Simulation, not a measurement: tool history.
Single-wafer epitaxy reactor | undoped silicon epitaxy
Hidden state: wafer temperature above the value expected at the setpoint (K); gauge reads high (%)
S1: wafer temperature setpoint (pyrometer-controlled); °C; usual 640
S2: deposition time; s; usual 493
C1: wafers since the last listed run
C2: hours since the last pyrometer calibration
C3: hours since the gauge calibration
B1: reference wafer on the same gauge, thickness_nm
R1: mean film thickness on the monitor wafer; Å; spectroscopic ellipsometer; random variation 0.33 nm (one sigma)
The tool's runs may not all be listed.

run 1 hour=0.0 | S1=640 S2=493 | C1=0 C2=1221.5 C3=279.0 | B1=73.767 | R1=655.81
run 2 hour=44.3 | S1=640 S2=493 | C1=189 C2=1265.8 C3=323.3 | B1=73.696 | R1=647.22
run 3 hour=91.1 | S1=640 S2=493 | C1=200 C2=1312.6 C3=370.1 | B1=73.506 | R1=654.35
run 4 hour=146.7 | S1=640 S2=493 | C1=238 C2=1368.2 C3=425.7 | B1=73.351 | R1=648.13
run 5 hour=176.0 | S1=640 S2=493 | C1=125 C2=1397.5 C3=455.0 | B1=73.339 | R1=644.90
run 6 hour=216.6 | S1=640 S2=493 | C1=174 C2=1438.1 C3=495.6 | B1=73.123 | R1=640.58
-- hour=246.7 pyrometer calibrated
-- hour=247.6 gauge calibrated
run 7 hour=252.5 | S1=640 S2=493 | C1=119 C2=5.8 C3=4.9 | B1=74.580 | R1=657.12
run 8 hour=313.9 | S1=634 S2=493 | C1=263 C2=67.2 C3=66.3 | B1=74.432 | R1=564.95
run 9 hour=352.9 | S1=640 S2=493 | C1=167 C2=106.2 C3=105.3 | B1=74.233 | R1=657.80
run 10 hour=391.1 | S1=630 S2=578 | C1=163 C2=144.4 C3=143.5 | B1=74.153 | R1=586.40
run 11 hour=426.8 | S1=632 S2=549 | C1=153 C2=180.1 C3=179.2 | B1=74.047 | R1=592.70
run 12 hour=463.0 | S1=640 S2=456 | C1=155 C2=216.3 C3=215.4 | B1=73.927 | R1=601.27
run 13 hour=506.3 | S1=640 S2=493 | C1=185 C2=259.6 C3=258.7 | B1=73.898 | R1=644.90
run 14 hour=575.4 | S1=644 S2=493 | C1=296 C2=328.7 C3=327.8 | B1=73.628 | R1=717.84

4 ways to go on from here, each from the tool as it stands after run 14. What would each give?
run A hour=575.9 | S1=640 S2=568 | C1=2 C2=329.2 C3=328.3 | B1=? | R1=?
run B hour=575.9 | S1=644 S2=434 | C1=2 C2=329.2 C3=328.3 | B1=? | R1=?
run C hour=575.9 | S1=645 S2=466 | C1=2 C2=329.2 C3=328.3 | B1=? | R1=?
run D hour=575.9 | S1=640 S2=537 | C1=2 C2=329.2 C3=328.3 | B1=? | R1=?

run=A B1=73.626 R1=751.08
run=B B1=73.626 R1=634.90
run=C B1=73.626 R1=699.04
run=D B1=73.626 R1=710.08
Without the tool's hidden state the same runs would have given:
run=A R1=761.04
run=B R1=643.32
run=C R1=708.31
run=D R1=719.50
